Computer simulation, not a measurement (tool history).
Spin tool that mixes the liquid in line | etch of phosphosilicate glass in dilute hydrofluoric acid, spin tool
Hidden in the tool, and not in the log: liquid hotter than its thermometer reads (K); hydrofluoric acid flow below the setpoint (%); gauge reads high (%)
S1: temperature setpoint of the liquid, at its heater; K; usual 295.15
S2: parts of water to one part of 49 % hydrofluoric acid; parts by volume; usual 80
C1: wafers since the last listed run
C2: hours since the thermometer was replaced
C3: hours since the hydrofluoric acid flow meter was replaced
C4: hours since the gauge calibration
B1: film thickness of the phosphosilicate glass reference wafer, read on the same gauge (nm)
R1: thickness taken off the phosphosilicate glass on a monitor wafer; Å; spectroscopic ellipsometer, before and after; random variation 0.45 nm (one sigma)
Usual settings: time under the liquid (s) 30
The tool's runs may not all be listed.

run 1 hour=0.0 | S1=295.15 S2=80 time_under_the_liquid_(s)=30 | C1=0 C2=571.3 C3=1216.3 C4=1023.1 | B1=90.02 | R1=519.9
run 2 hour=52.0 | S1=295.15 S2=80 time_under_the_liquid_(s)=30 | C1=676 C2=623.3 C3=1268.3 C4=1075.1 | B1=90.01 | R1=524.9
run 3 hour=97.2 | S1=295.15 S2=80 time_under_the_liquid_(s)=30 | C1=587 C2=668.5 C3=1313.5 C4=1120.3 | B1=89.99 | R1=527.8
-- hour=101.5 thermometer replaced
run 4 hour=177.0 | S1=295.15 S2=80 time_under_the_liquid_(s)=30 | C1=1024 C2=75.5 C3=1393.3 C4=1200.1 | B1=90.00 | R1=503.7
run 5 hour=259.3 | S1=295.15 S2=80 time_under_the_liquid_(s)=20 | C1=1070 C2=157.8 C3=1475.6 C4=1282.4 | B1=89.99 | R1=343.9
run 6 hour=317.2 | S1=295.15 S2=80 time_under_the_liquid_(s)=20 | C1=752 C2=215.7 C3=1533.5 C4=1340.3 | B1=89.99 | R1=345.1
run 7 hour=402.4 | S1=295.15 S2=80 time_under_the_liquid_(s)=20 | C1=1107 C2=300.9 C3=1618.7 C4=1425.5 | B1=90.02 | R1=338.8
-- hour=474.1 hydrofluoric acid flow meter replaced
run 8 hour=516.8 | S1=295.15 S2=80 time_under_the_liquid_(s)=30 | C1=1474 C2=415.3 C3=42.7 C4=1539.9 | B1=90.01 | R1=515.4
run 9 hour=566.7 | S1=295.15 S2=80 time_under_the_liquid_(s)=30 | C1=648 C2=465.2 C3=92.6 C4=1589.8 | B1=89.96 | R1=513.4
run 10 hour=628.5 | S1=295.15 S2=80 time_under_the_liquid_(s)=30 | C1=803 C2=527.0 C3=154.4 C4=1651.6 | B1=89.99 | R1=521.6
-- hour=649.7 gauge calibrated
run 11 hour=704.6 | S1=293.65 S2=80 time_under_the_liquid_(s)=45 | C1=989 C2=603.1 C3=230.5 C4=54.9 | B1=89.99 | R1=736.5
run 12 hour=761.8 | S1=298.15 S2=70 time_under_the_liquid_(s)=15 | C1=743 C2=660.3 C3=287.7 C4=112.1 | B1=89.97 | R1=341.3
-- hour=787.9 thermometer replaced
run 13 hour=797.9 | S1=297.65 S2=80 time_under_the_liquid_(s)=30 | C1=456 C2=10.0 C3=323.8 C4=148.2 | B1=90.00 | R1=551.5
run 14 hour=897.8 | S1=293.15 S2=120 time_under_the_liquid_(s)=30 | C1=1299 C2=109.9 C3=423.7 C4=248.1 | B1=89.98 | R1=306.6
run 15 hour=984.7 | S1=290.65 S2=65 time_under_the_liquid_(s)=20 | C1=1130 C2=196.8 C3=510.6 C4=335.0 | B1=90.02 | R1=352.2
run 16 hour=1067.8 | S1=295.15 S2=80 time_under_the_liquid_(s)=30 | C1=1080 C2=279.9 C3=593.7 C4=418.1 | B1=90.00 | R1=515.8
run 17 hour=1140.2 | S1=297.65 S2=80 time_under_the_liquid_(s)=15 | C1=941 C2=352.3 C3=666.1 C4=490.5 | B1=90.01 | R1=290.3
run 18 hour=1246.8 | S1=295.15 S2=80 time_under_the_liquid_(s)=25 | C1=1386 C2=458.9 C3=772.7 C4=597.1 | B1=89.98 | R1=438.2
run 19 hour=1302.8 | S1=295.15 S2=80 time_under_the_liquid_(s)=30 | C1=728 C2=514.9 C3=828.7 C4=653.1 | B1=89.97 | R1=512.5
run 20 hour=1461.3 | S1=291.15 S2=80 time_under_the_liquid_(s)=30 | C1=2061 C2=673.4 C3=987.2 C4=811.6 | B1=90.02 | R1=448.2

Hidden state at the last listed run before each entry between runs and at the first one after, where it differs:
Between runs 3 and 4: thermometer replaced (hour 101.5)
  liquid hotter than its thermometer reads (K): 1.05 -> 0.206
  measured less the result without the state, R1: +22.1 -> +4.3 Å
Between runs 7 and 8: hydrofluoric acid flow meter replaced (hour 474.1)
  liquid hotter than its thermometer reads (K): 0.501 -> 0.651
  measured less the result without the state, R1: +6.8 -> +13.5 Å
Between runs 10 and 11: gauge calibrated (hour 649.7)
  liquid hotter than its thermometer reads (K): 0.797 -> 0.896
  measured less the result without the state, R1: +16.8 -> +26.9 Å
Between runs 12 and 13: thermometer replaced (hour 787.9)
  liquid hotter than its thermometer reads (K): 0.971 -> 0.24
  measured less the result without the state, R1: +13.0 -> +5.3 Å
